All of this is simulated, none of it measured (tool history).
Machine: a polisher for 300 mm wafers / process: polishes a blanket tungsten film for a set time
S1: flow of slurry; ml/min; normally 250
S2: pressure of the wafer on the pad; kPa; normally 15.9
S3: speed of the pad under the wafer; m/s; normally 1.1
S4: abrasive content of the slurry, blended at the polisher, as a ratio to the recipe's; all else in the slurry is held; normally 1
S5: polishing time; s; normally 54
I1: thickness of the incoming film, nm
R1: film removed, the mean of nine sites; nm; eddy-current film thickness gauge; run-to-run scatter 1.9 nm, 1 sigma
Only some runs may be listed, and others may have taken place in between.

{"run": 1, "hour": 0.0, "S1": 275, "S2": 15.9, "S3": 1.1, "S4": 1.1, "S5": 54, "I1": 1341.1, "R1": 167.2}
{"hour": 7.1, "done": "slurry blender recalibrated"}
{"hour": 72.5, "done": "slurry tank refilled with fresh slurry and peroxide"}
{"run": 2, "hour": 192.6, "S1": 275, "S2": 15.9, "S3": 1.1, "S4": 1.1, "S5": 54, "I1": 1363.6, "R1": 168.7}
{"hour": 202.5, "done": "worn pad replaced by a new one"}
{"run": 3, "hour": 231.0, "S1": 275, "S2": 15.9, "S3": 1.1, "S4": 1.1, "S5": 54, "I1": 1365.2, "R1": 166.6}
{"run": 4, "hour": 295.9, "S1": 250, "S2": 15.9, "S3": 1.1, "S4": 1, "S5": 54, "I1": 1350.4, "R1": 156.3}
{"hour": 324.6, "done": "slurry blender recalibrated"}
{"run": 5, "hour": 334.9, "S1": 250, "S2": 15.9, "S3": 1.1, "S4": 1, "S5": 54, "I1": 1346, "R1": 153.4}
{"run": 6, "hour": 368.3, "S1": 250, "S2": 15.9, "S3": 1.1, "S4": 1, "S5": 54, "I1": 1349.6, "R1": 150.4}
{"hour": 373.1, "done": "slurry tank refilled with fresh slurry and peroxide"}
{"run": 7, "hour": 414.7, "S1": 250, "S2": 15.9, "S3": 1.1, "S4": 1, "S5": 54, "I1": 1356.4, "R1": 136.8}
{"run": 8, "hour": 478.0, "S1": 250, "S2": 15.9, "S3": 1.1, "S4": 1, "S5": 54, "I1": 1373.1, "R1": 135.4}
{"hour": 501.8, "done": "slurry nozzle cleaned"}
{"hour": 502.0, "done": "worn pad replaced by a new one"}
{"run": 9, "hour": 543.8, "S1": 250, "S2": 15.9, "S3": 1.36, "S4": 1, "S5": 54, "I1": 1356, "R1": 156.9}
{"run": 10, "hour": 580.9, "S1": 200, "S2": 15.9, "S3": 1.1, "S4": 1, "S5": 54, "I1": 1348.8, "R1": 122.1}
{"hour": 616.5, "done": "slurry blender recalibrated"}
{"run": 11, "hour": 645.8, "S1": 250, "S2": 15.9, "S3": 1.22, "S4": 1, "S5": 54, "I1": 1364.1, "R1": 128.9}
{"hour": 721.2, "done": "slurry tank refilled with fresh slurry and peroxide, repeated, since the last time left the tool worse"}
{"run": 12, "hour": 764.5, "S1": 250, "S2": 15.9, "S3": 1.22, "S4": 1, "S5": 54, "I1": 1334.5, "R1": 182.2}
{"hour": 792.4, "done": "worn pad replaced by a new one"}
{"run": 13, "hour": 832.7, "S1": 250, "S2": 15.9, "S3": 1.42, "S4": 1, "S5": 66, "I1": 1366.4, "R1": 250.2}
{"run": 14, "hour": 897.9, "S1": 250, "S2": 15.9, "S3": 1.1, "S4": 1, "S5": 54, "I1": 1352, "R1": 159}
{"run": 15, "hour": 922.3, "S1": 190, "S2": 15.9, "S3": 1.1, "S4": 0.7, "S5": 54, "I1": 1326, "R1": 133.5}
{"hour": 924.8, "done": "slurry blender recalibrated"}
{"run": 16, "hour": 968.1, "S1": 335, "S2": 11, "S3": 1.1, "S4": 1.1, "S5": 60, "I1": 1365.3, "R1": 126.3}
{"run": 17, "hour": 997.5, "S1": 250, "S2": 11.7, "S3": 0.72, "S4": 1, "S5": 54, "I1": 1330.6, "R1": 73.3}
{"hour": 1017.3, "done": "head pressure recalibrated"}
{"hour": 1040.9, "done": "slurry tank refilled with fresh slurry and peroxide"}
{"hour": 1064.5, "done": "worn pad replaced by a new one"}
{"run": 18, "hour": 1065.0, "S1": 190, "S2": 15.9, "S3": 1.1, "S4": 0.9, "S5": 54, "I1": 1348, "R1": 152.4}
{"run": 19, "hour": 1103.8, "S1": 250, "S2": 11.7, "S3": 0.72, "S4": 1, "S5": 54, "I1": 1349.6, "R1": 79.9}
{"run": 20, "hour": 1150.4, "S1": 250, "S2": 18.6, "S3": 1.1, "S4": 1, "S5": 54, "I1": 1362.6, "R1": 193.7}
{"run": 21, "hour": 1190.2, "S1": 215, "S2": 17.9, "S3": 0.74, "S4": 0.75, "S5": 54, "I1": 1345.8, "R1": 111.4}
{"hour": 1237.3, "done": "slurry blender recalibrated"}
{"run": 22, "hour": 1246.0, "S1": 250, "S2": 20, "S3": 1.1, "S4": 1, "S5": 54, "I1": 1344.4, "R1": 193.5}
{"hour": 1297.1, "done": "slurry tank refilled with fresh slurry and peroxide"}
{"run": 23, "hour": 1297.6, "S1": 295, "S2": 15.9, "S3": 1.1, "S4": 0.8, "S5": 62, "I1": 1331.3, "R1": 180.5}
{"hour": 1358.2, "done": "worn pad replaced by a new one"}
{"run": 24, "hour": 1366.7, "S1": 215, "S2": 17.9, "S3": 0.74, "S4": 0.75, "S5": 54, "I1": 1350.1, "R1": 113.3}
{"hour": 1374.9, "done": "slurry nozzle cleaned"}
{"run": 25, "hour": 1401.8, "S1": 335, "S2": 15.9, "S3": 1.1, "S4": 1, "S5": 63, "I1": 1336.6, "R1": 192.1}

5 options for the next run, each taken on its own from the tool as it stands now. Forecast them:
{"run": "A", "hour": 1402.2, "S1": 250, "S2": 15.9, "S3": 1.1, "S4": 1, "S5": 54, "I1": 1360.1, "R1": "?"}
{"run": "B", "hour": 1402.2, "S1": 315, "S2": 17.2, "S3": 1.1, "S4": 0.8, "S5": 73, "I1": 1360.1, "R1": "?"}
{"run": "C", "hour": 1402.2, "S1": 250, "S2": 20, "S3": 1.26, "S4": 0.75, "S5": 49, "I1": 1360.1, "R1": "?"}
{"run": "D", "hour": 1402.2, "S1": 210, "S2": 17.9, "S3": 1.46, "S4": 1, "S5": 54, "I1": 1360.1, "R1": "?"}
{"run": "E", "hour": 1402.2, "S1": 180, "S2": 20.7, "S3": 1.1, "S4": 1, "S5": 63, "I1": 1360.1, "R1": "?"}

run=A R1=162.3
run=B R1=229.4
run=C R1=196.2
run=D R1=238
run=E R1=235.6
Take away the tool's hidden state, keep each run's random variation, and the runs would have read:
run=A R1=164.8
run=B R1=233
run=C R1=199.3
run=D R1=241.7
run=E R1=239.3
